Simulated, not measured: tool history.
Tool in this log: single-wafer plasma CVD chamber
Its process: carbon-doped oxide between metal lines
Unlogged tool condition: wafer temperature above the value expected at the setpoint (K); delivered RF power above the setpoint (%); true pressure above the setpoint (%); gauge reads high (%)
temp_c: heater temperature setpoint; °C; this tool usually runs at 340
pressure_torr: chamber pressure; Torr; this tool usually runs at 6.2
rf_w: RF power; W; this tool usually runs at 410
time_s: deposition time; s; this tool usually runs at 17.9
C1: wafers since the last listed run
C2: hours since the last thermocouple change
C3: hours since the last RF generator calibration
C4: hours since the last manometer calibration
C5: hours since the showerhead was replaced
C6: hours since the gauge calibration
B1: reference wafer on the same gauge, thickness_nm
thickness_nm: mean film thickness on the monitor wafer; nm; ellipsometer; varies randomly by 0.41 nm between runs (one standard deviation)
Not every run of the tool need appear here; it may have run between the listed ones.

Run 1, hour 0: usual settings; C1 0; C2 1138.4; C3 1148.2; C4 644.5; C5 4645; C6 679.2; B1 72.208. Result: thickness_nm 77.719 nm.
Run 2, hour 87.1: usual settings but pressure_torr 5.07 Torr, rf_w 370 W; C1 1305; C2 1225.5; C3 1235.3; C4 731.6; C5 4732.1; C6 766.3; B1 72.085. Result: thickness_nm 70.585 nm.
Run 3, hour 182: usual settings but pressure_torr 5.07 Torr, rf_w 370 W; C1 1422; C2 1320.4; C3 1330.2; C4 826.5; C5 4827; C6 861.2; B1 72.124. Result: thickness_nm 70.921 nm.
Run 4, hour 239.1: usual settings but pressure_torr 5.07 Torr, rf_w 370 W; C1 855; C2 1377.5; C3 1387.3; C4 883.6; C5 4884.1; C6 918.3; B1 72.119. Result: thickness_nm 70.673 nm.
Run 5, hour 305.2: usual settings; C1 990; C2 1443.6; C3 1453.4; C4 949.7; C5 4950.2; C6 984.4; B1 72.108. Result: thickness_nm 78.278 nm.
Run 6, hour 345.8: usual settings; C1 608; C2 1484.2; C3 1494; C4 990.3; C5 4990.8; C6 1025; B1 72.051. Result: thickness_nm 78.142 nm.
Run 7, hour 602.5: usual settings; C1 3847; C2 1740.9; C3 1750.7; C4 1247; C5 5247.5; C6 1281.7; B1 72.368. Result: thickness_nm 77.833 nm.
Run 8, hour 655.3: usual settings; C1 791; C2 1793.7; C3 1803.5; C4 1299.8; C5 5300.3; C6 1334.5; B1 72.187. Result: thickness_nm 78.658 nm.
Run 9, hour 709.9: usual settings; C1 818; C2 1848.3; C3 1858.1; C4 1354.4; C5 5354.9; C6 1389.1; B1 72.081. Result: thickness_nm 77.636 nm.
At hour 733.1: RF generator calibrated.
Run 10, hour 764.1: usual settings but pressure_torr 6.64 Torr, rf_w 380 W, time_s 19.6 s; C1 692; C2 1902.5; C3 31; C4 1408.6; C5 5409.1; C6 1443.3; B1 72.256. Result: thickness_nm 86.581 nm.
At hour 793.7: capacitance manometer re-zeroed and calibrated.
Run 11, hour 869.7: usual settings but pressure_torr 5.07 Torr, rf_w 370 W; C1 1462; C2 2008.1; C3 136.6; C4 76; C5 5514.7; C6 1548.9; B1 72.067. Result: thickness_nm 74.858 nm.
At hour 899.9: gauge calibrated.
Run 12, hour 912: usual settings but rf_w 475 W; C1 634; C2 2050.4; C3 178.9; C4 118.3; C5 5557; C6 12.1; B1 72.158. Result: thickness_nm 91.954 nm.
At hour 920.6: thermocouple changed; heater temperature recalibrated.
At hour 966.9: showerhead replaced.
Run 13, hour 1008.6: usual settings but temp_c 355 °C, rf_w 460 W; C1 1208; C2 88; C3 275.5; C4 214.9; C5 41.7; C6 108.7; B1 72.256. Result: thickness_nm 84.789 nm.
Run 14, hour 1112.9: usual settings but temp_c 349 °C; C1 1563; C2 192.3; C3 379.8; C4 319.2; C5 146; C6 213; B1 72.062. Result: thickness_nm 79.474 nm.
Run 15, hour 1180.1: usual settings but temp_c 329 °C, pressure_torr 5.35 Torr; C1 1007; C2 259.5; C3 447; C4 386.4; C5 213.2; C6 280.2; B1 72.267. Result: thickness_nm 82.135 nm.
Run 16, hour 1250.3: usual settings; C1 1052; C2 329.7; C3 517.2; C4 456.6; C5 283.4; C6 350.4; B1 72.22. Result: thickness_nm 79.758 nm.
Run 17, hour 1323.3: usual settings but pressure_torr 7.13 Torr, rf_w 330 W; C1 1094; C2 402.7; C3 590.2; C4 529.6; C5 356.4; C6 423.4; B1 72.247. Result: thickness_nm 67.594 nm.
Run 18, hour 1389.6: usual settings but pressure_torr 7.31 Torr, time_s 15.9 s; C1 993; C2 469; C3 656.5; C4 595.9; C5 422.7; C6 489.7; B1 72.134. Result: thickness_nm 71.56 nm.
Run 19, hour 1483.9: usual settings but pressure_torr 7.45 Torr, time_s 15.4 s; C1 1413; C2 563.3; C3 750.8; C4 690.2; C5 517; C6 584; B1 72.344. Result: thickness_nm 69.286 nm.

For each run, the measured value with the value that run would have given without the tool's hidden condition subtracted. The run-to-run variation is shared by both, the gauge scatter possibly not:
run  thickness_nm
  1         -4.77
  2        -4.601
  3        -4.747
  4        -4.797
  5        -5.234
  6         -5.27
  7        -5.477
  8        -5.572
  9        -5.536
 10         -0.46
 11        -1.119
 12         -1.41
 13        -1.933
 14        -2.509
 15        -2.911
 16        -3.122
 17        -3.042
 18        -3.257
 19        -3.411
